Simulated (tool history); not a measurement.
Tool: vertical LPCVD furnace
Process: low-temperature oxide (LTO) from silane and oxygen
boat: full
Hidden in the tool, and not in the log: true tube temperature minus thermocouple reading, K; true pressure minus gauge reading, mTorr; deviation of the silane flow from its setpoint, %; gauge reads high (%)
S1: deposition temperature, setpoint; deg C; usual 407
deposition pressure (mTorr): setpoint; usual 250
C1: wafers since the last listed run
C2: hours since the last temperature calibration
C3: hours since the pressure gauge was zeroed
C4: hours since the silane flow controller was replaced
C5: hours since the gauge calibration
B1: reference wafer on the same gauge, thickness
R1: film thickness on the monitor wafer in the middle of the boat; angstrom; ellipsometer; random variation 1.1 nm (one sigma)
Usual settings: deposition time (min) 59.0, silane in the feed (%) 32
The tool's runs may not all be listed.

Run 1, hour 0.0: usual settings; C1 0; C2 2140.2; C3 3361.1; C4 4406.6; C5 638.4; B1 372.19. Result: R1 4338.8 angstrom.
Run 2, hour 17.3: usual settings; C1 200; C2 2157.5; C3 3378.4; C4 4423.9; C5 655.7; B1 371.74. Result: R1 4313.0 angstrom.
Run 3, hour 39.8: usual settings but deposition time (min) 51.5; C1 260; C2 2180.0; C3 3400.9; C4 4446.4; C5 678.2; B1 371.96. Result: R1 3780.3 angstrom.
Run 4, hour 57.0: usual settings but deposition time (min) 51.5; C1 199; C2 2197.2; C3 3418.1; C4 4463.6; C5 695.4; B1 372.03. Result: R1 3796.9 angstrom.
Run 5, hour 68.7: usual settings; C1 135; C2 2208.9; C3 3429.8; C4 4475.3; C5 707.1; B1 372.31. Result: R1 4329.4 angstrom.
Run 6, hour 79.2: usual settings; C1 121; C2 2219.4; C3 3440.3; C4 4485.8; C5 717.6; B1 372.07. Result: R1 4353.7 angstrom.
At hour 110.8: thermocouples replaced and temperature profile calibrated.
At hour 127.3: silane flow controller replaced.
Run 7, hour 127.8: usual settings; C1 93; C2 17.0; C3 3488.9; C4 0.5; C5 766.2; B1 372.07. Result: R1 4336.0 angstrom.
At hour 129.5: gauge calibrated.
Run 8, hour 132.1: usual settings; C1 49; C2 21.3; C3 3493.2; C4 4.8; C5 2.6; B1 372.12. Result: R1 4326.2 angstrom.
Run 9, hour 136.4: usual settings but deposition time (min) 42.0; C1 49; C2 25.6; C3 3497.5; C4 9.1; C5 6.9; B1 371.80. Result: R1 3075.0 angstrom.
Run 10, hour 140.6: usual settings but S1 413 deg C, deposition pressure (mTorr) 190, deposition time (min) 38.5; C1 48; C2 29.8; C3 3501.7; C4 13.3; C5 11.1; B1 372.07. Result: R1 2271.5 angstrom.
Run 11, hour 144.9: usual settings but deposition time (min) 47.0, silane in the feed (%) 37; C1 49; C2 34.1; C3 3506.0; C4 17.6; C5 15.4; B1 371.73. Result: R1 4177.7 angstrom.
Run 12, hour 153.1: usual settings; C1 95; C2 42.3; C3 3514.2; C4 25.8; C5 23.6; B1 371.92. Result: R1 4349.1 angstrom.
Run 13, hour 160.2: usual settings but deposition pressure (mTorr) 200; C1 82; C2 49.4; C3 3521.3; C4 32.9; C5 30.7; B1 371.77. Result: R1 3417.8 angstrom.
Run 14, hour 172.8: usual settings; C1 146; C2 62.0; C3 3533.9; C4 45.5; C5 43.3; B1 371.84. Result: R1 4326.5 angstrom.
Run 15, hour 182.7: usual settings but S1 399 deg C, deposition pressure (mTorr) 305, silane in the feed (%) 29; C1 114; C2 71.9; C3 3543.8; C4 55.4; C5 53.2; B1 371.96. Result: R1 4217.2 angstrom.
Run 16, hour 191.4: usual settings but S1 418 deg C, deposition pressure (mTorr) 220, silane in the feed (%) 37; C1 100; C2 80.6; C3 3552.5; C4 64.1; C5 61.9; B1 371.89. Result: R1 5168.7 angstrom.
Run 17, hour 204.4: usual settings but S1 412 deg C, deposition time (min) 35.5; C1 150; C2 93.6; C3 3565.5; C4 77.1; C5 74.9; B1 372.39. Result: R1 2752.6 angstrom.
Run 18, hour 216.5: usual settings but deposition pressure (mTorr) 295, deposition time (min) 50.5; C1 140; C2 105.7; C3 3577.6; C4 89.2; C5 87.0; B1 371.85. Result: R1 4397.8 angstrom.
Run 19, hour 229.2: usual settings but deposition pressure (mTorr) 295, deposition time (min) 82.5, silane in the feed (%) 29; C1 147; C2 118.4; C3 3590.3; C4 101.9; C5 99.7; B1 372.01. Result: R1 6219.7 angstrom.
Run 20, hour 238.0: usual settings; C1 102; C2 127.2; C3 3599.1; C4 110.7; C5 108.5; B1 371.93. Result: R1 4316.0 angstrom.
Run 21, hour 251.9: usual settings; C1 161; C2 141.1; C3 3613.0; C4 124.6; C5 122.4; B1 372.11. Result: R1 4329.8 angstrom.
Run 22, hour 261.2: usual settings; C1 107; C2 150.4; C3 3622.3; C4 133.9; C5 131.7; B1 371.92. Result: R1 4318.8 angstrom.
Run 23, hour 272.7: usual settings but S1 413 deg C; C1 133; C2 161.9; C3 3633.8; C4 145.4; C5 143.2; B1 371.85. Result: R1 4619.6 angstrom.
At hour 310.5: pressure gauge zeroed.
Run 24, hour 311.0: usual settings but S1 398 deg C, deposition pressure (mTorr) 230, silane in the feed (%) 36; C1 165; C2 200.2; C3 0.5; C4 183.7; C5 181.5; B1 372.15. Result: R1 4400.0 angstrom.
Run 25, hour 315.3: usual settings but S1 410 deg C; C1 49; C2 204.5; C3 4.8; C4 188.0; C5 185.8; B1 372.29. Result: R1 4681.7 angstrom.
Run 26, hour 319.6: usual settings but S1 397 deg C, deposition time (min) 72.0, silane in the feed (%) 27; C1 49; C2 208.8; C3 9.1; C4 192.3; C5 190.1; B1 372.10. Result: R1 3801.4 angstrom.
Run 27, hour 329.9: usual settings; C1 119; C2 219.1; C3 19.4; C4 202.6; C5 200.4; B1 371.65. Result: R1 4522.0 angstrom.
Run 28, hour 346.1: usual settings but deposition pressure (mTorr) 225; C1 187; C2 235.3; C3 35.6; C4 218.8; C5 216.6; B1 372.45. Result: R1 4050.5 angstrom.
Run 29, hour 382.4: usual settings but deposition time (min) 39.5, silane in the feed (%) 35; C1 420; C2 271.6; C3 71.9; C4 255.1; C5 252.9; B1 371.98. Result: R1 3404.2 angstrom.
Run 30, hour 390.1: usual settings but S1 397 deg C, deposition time (min) 68.5, silane in the feed (%) 27; C1 89; C2 279.3; C3 79.6; C4 262.8; C5 260.6; B1 372.19. Result: R1 3629.6 angstrom.
Run 31, hour 403.6: usual settings; C1 156; C2 292.8; C3 93.1; C4 276.3; C5 274.1; B1 371.96. Result: R1 4495.1 angstrom.
Run 32, hour 445.4: usual settings but S1 413 deg C; C1 484; C2 334.6; C3 134.9; C4 318.1; C5 315.9; B1 371.79. Result: R1 4841.3 angstrom.

Forecast each of these 3 alternatives for the next run:
Run A, hour 449.8: usual settings; C1 51; C2 339.0; C3 139.3; C4 322.5; C5 320.3; B1 ?. Result: R1 ?.
Run B, hour 449.8: usual settings but deposition pressure (mTorr) 225, deposition time (min) 70.5; C1 51; C2 339.0; C3 139.3; C4 322.5; C5 320.3; B1 ?. Result: R1 ?.
Run C, hour 449.8: usual settings but S1 395 deg C, silane in the feed (%) 38; C1 51; C2 339.0; C3 139.3; C4 322.5; C5 320.3; B1 ?. Result: R1 ?.

run      B1      R1
  A  371.83  4487.3
  B  371.83  4822.5
  C  371.83  4920.6
Without the tool's hidden state the same runs would have given:
run      R1
  A  4514.7
  B  4855.2
  C  4950.6
